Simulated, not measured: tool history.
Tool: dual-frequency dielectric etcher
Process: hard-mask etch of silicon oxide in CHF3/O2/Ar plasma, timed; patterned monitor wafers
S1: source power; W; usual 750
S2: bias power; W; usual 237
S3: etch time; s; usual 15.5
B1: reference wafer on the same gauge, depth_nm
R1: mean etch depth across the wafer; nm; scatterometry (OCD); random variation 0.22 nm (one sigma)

run 1 hour=0 | S1=600 S2=237 S3=15.5 | B1=34.49 | R1=34.61
-- hour=47.6 wet clean of the chamber
run 2 hour=48.1 | S1=600 S2=237 S3=15.5 | B1=34.5 | R1=35.95
run 3 hour=59 | S1=600 S2=237 S3=15.5 | B1=34.51 | R1=36.21
run 4 hour=93.8 | S1=750 S2=237 S3=15.5 | B1=34.52 | R1=40.08
run 5 hour=134.1 | S1=750 S2=237 S3=15.5 | B1=34.49 | R1=39.95
run 6 hour=169.8 | S1=750 S2=237 S3=15.5 | B1=34.5 | R1=40.1
run 7 hour=197.5 | S1=750 S2=237 S3=15.5 | B1=34.47 | R1=39.9
run 8 hour=234.8 | S1=750 S2=237 S3=15.5 | B1=34.47 | R1=39.68

Forecast run 9:
-- hour=255.3 gauge calibrated
run 9 hour=267 | S1=590 S2=192 S3=15.5 | B1=? | R1=?

Run 9 gave B1 34.47, R1 33.17 nm.
Without the tool's hidden state the same run would have given R1 34.15 nm.
